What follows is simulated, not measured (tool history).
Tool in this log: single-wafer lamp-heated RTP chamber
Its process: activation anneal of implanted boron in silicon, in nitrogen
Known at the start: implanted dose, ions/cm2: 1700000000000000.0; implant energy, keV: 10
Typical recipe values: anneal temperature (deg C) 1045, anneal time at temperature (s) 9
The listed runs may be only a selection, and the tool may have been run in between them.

run,day,anneal temperature (deg C),anneal time at temperature (s),wafers since the last listed run,wafers since the last pyrometer calibration,wafers since the reflector plate was cleaned,hours since the gauge calibration,"read-back reference wafer on the same gauge, sheet resistance",sheet resistance of the implanted and annealed layer (ohm/square)
1,0.000,1045,9,0,96,1704,46.7,97.18,90.64
2,0.871,1045,9,344,441,2048,67.6,97.12,89.85
3,1.862,1045,9,392,834,2441,91.4,97.14,90.61
4,2.400,1030,9,212,1046,2654,104.3,97.27,95.10
5,3.246,1030,9,335,1381,2989,124.6,97.26,94.42
6,4.508,1045,9,500,1882,3489,154.9,97.25,90.32
7,5.083,1045,9,227,2109,3717,168.7,97.17,90.22
8,5.788,1045,9,278,2388,3996,185.6,97.15,89.36
9,6.908,1045,9,443,2832,4440,212.5,97.18,89.57

Run 10 is up next; what results do you expect?
10,8.038,1045,4,447,3279,4887,239.6,?,?

Run 10 came out at read-back reference wafer on the same gauge, sheet resistance 97.28, sheet resistance of the implanted and annealed layer (ohm/square) 93.60.
Take away the tool's hidden state, keep the run-to-run variation as it was, and the same run would have given sheet resistance of the implanted and annealed layer (ohm/square) 96.04.
